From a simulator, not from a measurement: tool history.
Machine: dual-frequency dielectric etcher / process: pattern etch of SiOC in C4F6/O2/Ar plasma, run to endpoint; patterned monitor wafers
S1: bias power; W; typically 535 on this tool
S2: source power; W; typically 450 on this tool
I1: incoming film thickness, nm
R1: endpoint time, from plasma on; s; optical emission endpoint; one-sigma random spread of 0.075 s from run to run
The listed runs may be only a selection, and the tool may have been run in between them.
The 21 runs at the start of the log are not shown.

run,hour,S1,S2,I1,R1
22,516.6,535,450,47.59,14.4
23,530.9,445,520,48.18,14.9
24,558.5,448,420,48.33,16.0
25,587.3,586,450,48.15,14.3
26,604.5,577,520,48.26,13.6
27,631.7,500,390,48.63,16.1
28,687.4,535,450,47.83,14.7
29,725.6,496,420,47.40,15.4
30,741.7,425,490,47.84,15.6
31,754.0,593,390,48.08,14.8
32,785.0,535,360,47.87,16.0
# hour 823.9: wet clean of the chamber
33,824.4,445,410,48.54,16.5
34,824.7,599,450,48.39,13.9

Here are 5 independent what-if runs from the current tool condition. What would each one return?
A,825.1,535,450,47.80,?
B,825.1,429,540,47.80,?
C,825.1,472,520,47.80,?
D,825.1,535,390,47.80,?
E,825.1,613,490,47.80,?

run,R1
A,14.5
B,14.9
C,14.5
D,15.1
E,13.3
Take away the tool's hidden state, keep each run's random variation, and the runs would have read:
run,R1
A,14.5
B,14.9
C,14.5
D,15.1
E,13.3
